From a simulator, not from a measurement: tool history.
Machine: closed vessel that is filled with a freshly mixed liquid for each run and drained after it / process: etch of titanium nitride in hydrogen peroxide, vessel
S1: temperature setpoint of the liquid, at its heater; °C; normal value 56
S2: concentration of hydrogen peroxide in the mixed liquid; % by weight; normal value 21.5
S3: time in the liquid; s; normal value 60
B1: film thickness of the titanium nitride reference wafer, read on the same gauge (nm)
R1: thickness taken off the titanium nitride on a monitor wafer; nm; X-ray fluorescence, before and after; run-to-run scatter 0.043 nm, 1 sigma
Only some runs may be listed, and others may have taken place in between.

run,day,S1,S2,S3,B1,R1
1,0,56,21.5,60,149.99,7.27
2,0.679,56,21.5,60,150.04,7.33
3,1.675,56,21.5,60,150.01,7.26
4,4.242,56,21.5,60,150.03,7.36
5,5.325,56,21.5,60,150.03,7.38
6,6.65,56,21.5,60,149.99,7.37
7,7.771,56,21.5,60,149.99,7.34
8,8.496,56,21.5,60,150.04,7.5
9,9.462,56,21.5,60,150.01,6.17
10,10.588,56,21.5,60,150,6.21
11,11.442,47.5,19.5,40,149.98,2.25
12,12.642,56,19.5,60,149.98,6.2
13,14.088,56,21.5,60,149.99,6.28
14,14.712,56,26,60,150.01,6.62
15,15.667,46.5,18.5,40,149.99,2.04
16,16.417,56,21.5,60,150.01,6.37
17,17.767,56,21.5,60,149.97,6.29
18,18.542,51,21.5,70,150,5.2
19,19.45,60,19,85,150.03,11.41
20,20.529,51,25.5,60,150.04,4.62

Not shown here: 4 entries made in the log between runs. Locate each between two listed runs and compare the hidden state at the listed run before it with the hidden state at the listed run after it:
Between runs 8 and 9: thermometer replaced (day 8.617)
  liquid hotter than its thermometer reads (K): 2.75 -> 0.275
  measured value less the no-hidden-state value, R1: +1.29 -> +0.12 nm
Between runs 10 and 11: peroxide flow meter replaced (day 11.275)
  liquid hotter than its thermometer reads (K): 0.304 -> 0.325
  measured value less the no-hidden-state value, R1: +0.13 -> +0.06 nm
Between runs 12 and 13: gauge calibrated (day 12.792); new drum of peroxide connected (day 13.854)
  liquid hotter than its thermometer reads (K): 0.355 -> 0.391
  measured value less the no-hidden-state value, R1: +0.15 -> +0.17 nm
